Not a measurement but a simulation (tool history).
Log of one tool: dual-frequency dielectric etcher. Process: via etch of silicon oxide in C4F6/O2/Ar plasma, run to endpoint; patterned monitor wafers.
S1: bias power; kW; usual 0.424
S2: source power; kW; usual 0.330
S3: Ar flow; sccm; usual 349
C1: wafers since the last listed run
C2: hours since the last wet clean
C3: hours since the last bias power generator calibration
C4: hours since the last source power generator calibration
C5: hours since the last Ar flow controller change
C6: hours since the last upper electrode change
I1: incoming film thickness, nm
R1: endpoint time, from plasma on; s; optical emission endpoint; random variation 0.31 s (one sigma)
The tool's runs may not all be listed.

| run | day | S1 | S2 | S3 | C1 | C2 | C3 | C4 | C5 | C6 | I1 | R1 |
|---|---|---|---|---|---|---|---|---|---|---|---|---|
| 1 | 0.000 | 0.424 | 0.330 | 349 | 0 | 345.0 | 1732.4 | 1722.6 | 1853.1 | 2278.2 | 203.3 | 56.2 |
| 2 | 0.296 | 0.424 | 0.330 | 280 | 102 | 352.1 | 1739.5 | 1729.7 | 1860.2 | 2285.3 | 203.0 | 55.6 |
| 3 | 0.762 | 0.424 | 0.330 | 280 | 161 | 363.3 | 1750.7 | 1740.9 | 1871.4 | 2296.5 | 204.4 | 55.8 |
| 4 | 1.242 | 0.462 | 0.330 | 284 | 165 | 374.8 | 1762.2 | 1752.4 | 1882.9 | 2308.0 | 201.6 | 53.6 |
| 5 | 1.929 | 0.424 | 0.330 | 349 | 237 | 391.3 | 1778.7 | 1768.9 | 1899.4 | 2324.5 | 202.7 | 56.2 |
| 6 | 2.292 | 0.470 | 0.330 | 349 | 125 | 400.0 | 1787.4 | 1777.6 | 1908.1 | 2333.2 | 204.1 | 55.8 |
| 7 | 2.596 | 0.379 | 0.280 | 419 | 105 | 407.3 | 1794.7 | 1784.9 | 1915.4 | 2340.5 | 202.7 | 63.7 |
| 8 | 3.196 | 0.480 | 0.410 | 326 | 207 | 421.7 | 1809.1 | 1799.3 | 1929.8 | 2354.9 | 204.7 | 50.2 |
| 9 | 3.550 | 0.330 | 0.380 | 349 | 122 | 430.2 | 1817.6 | 1807.8 | 1938.3 | 2363.4 | 201.6 | 56.3 |
| 10 | 3.846 | 0.424 | 0.330 | 349 | 102 | 437.3 | 1824.7 | 1814.9 | 1945.4 | 2370.5 | 203.3 | 56.9 |
| 11 | 4.525 | 0.325 | 0.280 | 391 | 234 | 453.6 | 1841.0 | 1831.2 | 1961.7 | 2386.8 | 201.5 | 66.0 |
| 12 | 4.917 | 0.424 | 0.330 | 286 | 135 | 463.0 | 1850.4 | 1840.6 | 1971.1 | 2396.2 | 201.1 | 55.5 |
| 13 | 5.179 | 0.424 | 0.330 | 349 | 90 | 469.3 | 1856.7 | 1846.9 | 1977.4 | 2402.5 | 203.9 | 57.1 |
|  | 5.658 | bias power generator calibrated |
|  | 6.242 | wet clean of the chamber |
|  | 6.358 | source power generator calibrated |
| 14 | 6.379 | 0.424 | 0.370 | 349 | 114 | 3.3 | 17.3 | 0.5 | 2006.2 | 2431.3 | 201.2 | 51.4 |
| 15 | 6.392 | 0.424 | 0.330 | 349 | 4 | 3.6 | 17.6 | 0.8 | 2006.5 | 2431.6 | 202.1 | 53.9 |
| 16 | 7.092 | 0.375 | 0.400 | 349 | 241 | 20.4 | 34.4 | 17.6 | 2023.3 | 2448.4 | 204.2 | 51.9 |
|  | 7.979 | Ar flow controller replaced |
|  | 8.321 | upper electrode replaced |
| 17 | 8.650 | 0.424 | 0.270 | 349 | 333 | 57.8 | 71.8 | 55.0 | 16.1 | 7.9 | 201.4 | 60.2 |
| 18 | 9.396 | 0.470 | 0.380 | 411 | 257 | 75.7 | 89.7 | 72.9 | 34.0 | 25.8 | 202.4 | 51.1 |
| 19 | 9.804 | 0.424 | 0.330 | 349 | 141 | 85.5 | 99.5 | 82.7 | 43.8 | 35.6 | 204.6 | 55.4 |
| 20 | 10.483 | 0.522 | 0.260 | 380 | 234 | 101.8 | 115.8 | 99.0 | 60.1 | 51.9 | 202.2 | 58.4 |
| 21 | 11.212 | 0.489 | 0.300 | 307 | 251 | 119.3 | 133.3 | 116.5 | 77.6 | 69.4 | 202.6 | 54.9 |
| 22 | 11.521 | 0.424 | 0.330 | 349 | 106 | 126.7 | 140.7 | 123.9 | 85.0 | 76.8 | 202.6 | 55.2 |
| 23 | 11.942 | 0.477 | 0.330 | 271 | 145 | 136.8 | 150.8 | 134.0 | 95.1 | 86.9 | 202.4 | 52.3 |
| 24 | 12.725 | 0.485 | 0.290 | 306 | 270 | 155.6 | 169.6 | 152.8 | 113.9 | 105.7 | 200.7 | 55.2 |
| 25 | 13.933 | 0.328 | 0.330 | 349 | 417 | 184.6 | 198.6 | 181.8 | 142.9 | 134.7 | 201.6 | 58.9 |
| 26 | 14.296 | 0.424 | 0.330 | 349 | 125 | 193.3 | 207.3 | 190.5 | 151.6 | 143.4 | 201.4 | 55.0 |
| 27 | 14.742 | 0.424 | 0.360 | 349 | 154 | 204.0 | 218.0 | 201.2 | 162.3 | 154.1 | 202.5 | 52.7 |
| 28 | 15.004 | 0.424 | 0.330 | 349 | 90 | 210.3 | 224.3 | 207.5 | 168.6 | 160.4 | 201.4 | 55.4 |
| 29 | 15.754 | 0.424 | 0.330 | 349 | 259 | 228.3 | 242.3 | 225.5 | 186.6 | 178.4 | 200.8 | 55.2 |

Some steps in R1 between neighbouring runs. How much of each would the tool show without its hidden state too (settings, what came in, random variation), and how much is left for the hidden state, with any gauge scatter that isn't in both results?
The hidden state here: etch rate over this chamber's usual, %; bias power that arrives over what is set, %; source power that arrives over what is set, %; Ar flow that arrives over what is set, %.
Run 7 -> 8: S1 0.379 -> 0.480, S2 0.280 -> 0.410, S3 419 -> 326. R1 -13.5 s: hidden state -0.4, all else -13.1.
Run 10 -> 11: S1 0.424 -> 0.325, S2 0.330 -> 0.280, S3 349 -> 391. R1 +9.1 s: hidden state +0.5, all else +8.6.
Run 11 -> 12: S1 0.325 -> 0.424, S2 0.280 -> 0.330, S3 391 -> 286. R1 -10.5 s: hidden state -0.4, all else -10.1.
Run 13 -> 14: S2 0.330 -> 0.370, bias power generator calibrated, wet clean of the chamber, source power generator calibrated. R1 -5.7 s: hidden state -2.5, all else -3.2.
